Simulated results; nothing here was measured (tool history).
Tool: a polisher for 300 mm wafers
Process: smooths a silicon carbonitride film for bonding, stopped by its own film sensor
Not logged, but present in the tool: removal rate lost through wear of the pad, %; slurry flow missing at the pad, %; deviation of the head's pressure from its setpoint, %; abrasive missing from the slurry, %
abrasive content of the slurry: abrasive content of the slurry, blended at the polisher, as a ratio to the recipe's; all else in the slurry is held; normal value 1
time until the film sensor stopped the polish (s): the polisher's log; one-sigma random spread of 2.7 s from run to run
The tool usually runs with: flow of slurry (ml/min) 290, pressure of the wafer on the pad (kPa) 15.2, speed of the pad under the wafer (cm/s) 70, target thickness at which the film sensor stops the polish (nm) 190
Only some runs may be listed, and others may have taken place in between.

run   hour  flow of slurry (ml/min)  pressure of the wafer on the pad (kPa)  speed of the pad under the wafer (cm/s)  abrasive content of the slurry  target thickness at which the film sensor stops the polish (nm)  wafers since the last listed run  wafers polished on this pad  hours since the slurry nozzle was cleaned  hours since the head pressure was calibrated  hours since the slurry blender was calibrated  incoming thickness of the incoming film, nm  time until the film sensor stopped the polish (s)
  1      0                      290                                    15.2                                       70                               1                                                              190                                 0                          171                                      194.8                                         537.4                                           54.3                                        222.2                                              153.3
  2    9.3                      290                                    15.2                                       70                               1                                                              190                                68                          240                                      204.1                                         546.7                                           63.6                                        221.9                                              154.1
  3   26.7                      290                                    15.2                                       70                               1                                                              190                               129                          369                                      221.5                                         564.1                                             81                                        219.4                                              137.1
  4   42.1                      290                                    15.2                                       70                               1                                                              190                               114                          484                                      236.9                                         579.5                                           96.4                                        220.9                                              148.8
  5   57.8                      290                                    15.2                                       70                               1                                                              190                               116                          600                                      252.6                                         595.2                                          112.1                                        221.4                                              151.2
  6   73.2                      290                                    15.2                                       70                               1                                                              190                               114                          714                                        268                                         610.6                                          127.5                                        219.6                                              142.5
  7   86.9                      290                                    15.2                                       70                               1                                                              190                               101                          816                                      281.7                                         624.3                                          141.2                                        219.6                                              146.4
  8   95.4                      290                                    15.2                                       70                               1                                                              190                                63                          879                                      290.2                                         632.8                                          149.7                                        218.4                                              135.6
  9  104.4                      290                                    15.2                                       70                               1                                                              190                                66                          946                                      299.2                                         641.8                                          158.7                                        221.8                                              160.1
     116.5  -- worn pad replaced by a new one, of another model than before
 10  120.9                      290                                    15.2                                       70                               1                                                              190                                92                           32                                      315.7                                         658.3                                          175.2                                        218.8                                              140.5
 11  127.1                      290                                    15.2                                       70                             1.2                                                              190                                45                           78                                      321.9                                         664.5                                          181.4                                        217.4                                              127.7
     133.7  -- head pressure recalibrated
 12  139.7                      290                                    15.2                                       70                               1                                                              190                                78                          157                                      334.5                                             6                                            194                                        216.4                                              137.3
 13  146.5                      290                                    15.2                                       70                               1                                                              190                                50                          207                                      341.3                                          12.8                                          200.8                                        221.4                                              153.3
 14  154.3                      290                                    15.2                                       70                               1                                                              196                                57                          265                                      349.1                                          20.6                                          208.6                                        220.8                                              126.4
 15  168.7                      290                                    18.6                                       80                               1                                                              190                               106                          372                                      363.5                                            35                                            223                                        219.4                                              118.8
 16  181.5                      290                                    17.9                                       70                               1                                                              190                                94                          467                                      376.3                                          47.8                                          235.8                                        216.8                                              126.1
     186.6  -- slurry blender recalibrated
     192.1  -- slurry nozzle cleaned
 17  192.6                      265                                    15.2                                       70                             1.1                                                              190                                60                          527                                        0.5                                          58.9                                              6                                        217.6                                              123.6
 18    202                      290                                    15.2                                       70                            0.75                                                              190                                69                          597                                        9.9                                          68.3                                           15.4                                        222.2                                              174.8
 19  216.9                      290                                    15.2                                       48                               1                                                              183                               110                          707                                       24.8                                          83.2                                           30.3                                        220.7                                              260.8
 20    227                      325                                    15.2                                       48                               1                                                              186                                74                          782                                       34.9                                          93.3                                           40.4                                        223.7                                              260.5
 21  234.5                      290                                    15.2                                       70                               1                                                              190                                55                          838                                       42.4                                         100.8                                           47.9                                        220.7                                              147.2
 22  245.5                      290                                     9.7                                       54                             1.2                                                              198                                81                          919                                       53.4                                         111.8                                           58.9                                        220.4                                              163.5

Alternative continuations, all from the tool just after run 22; predict every row:
  A   246                      290                                    15.2                                       70                               1                                                              190                                 3                          923                                       53.9                                         112.3                                           59.4                                        216.8                                                  ?
  B   246                      210                                    15.2                                       56                               1                                                              190                                 3                          923                                       53.9                                         112.3                                           59.4                                        216.8                                                  ?
  C   246                      290                                      20                                       70                               1                                                              190                                 3                          923                                       53.9                                         112.3                                           59.4                                        216.8                                                  ?

run  time until the film sensor stopped the polish (s)
  A                                              128.3
  B                                              161.5
  C                                              107.5
Had the tool no hidden state, the same runs would have come out as:
run  time until the film sensor stopped the polish (s)
  A                                              125.8
  B                                              158.3
  C                                              105.4

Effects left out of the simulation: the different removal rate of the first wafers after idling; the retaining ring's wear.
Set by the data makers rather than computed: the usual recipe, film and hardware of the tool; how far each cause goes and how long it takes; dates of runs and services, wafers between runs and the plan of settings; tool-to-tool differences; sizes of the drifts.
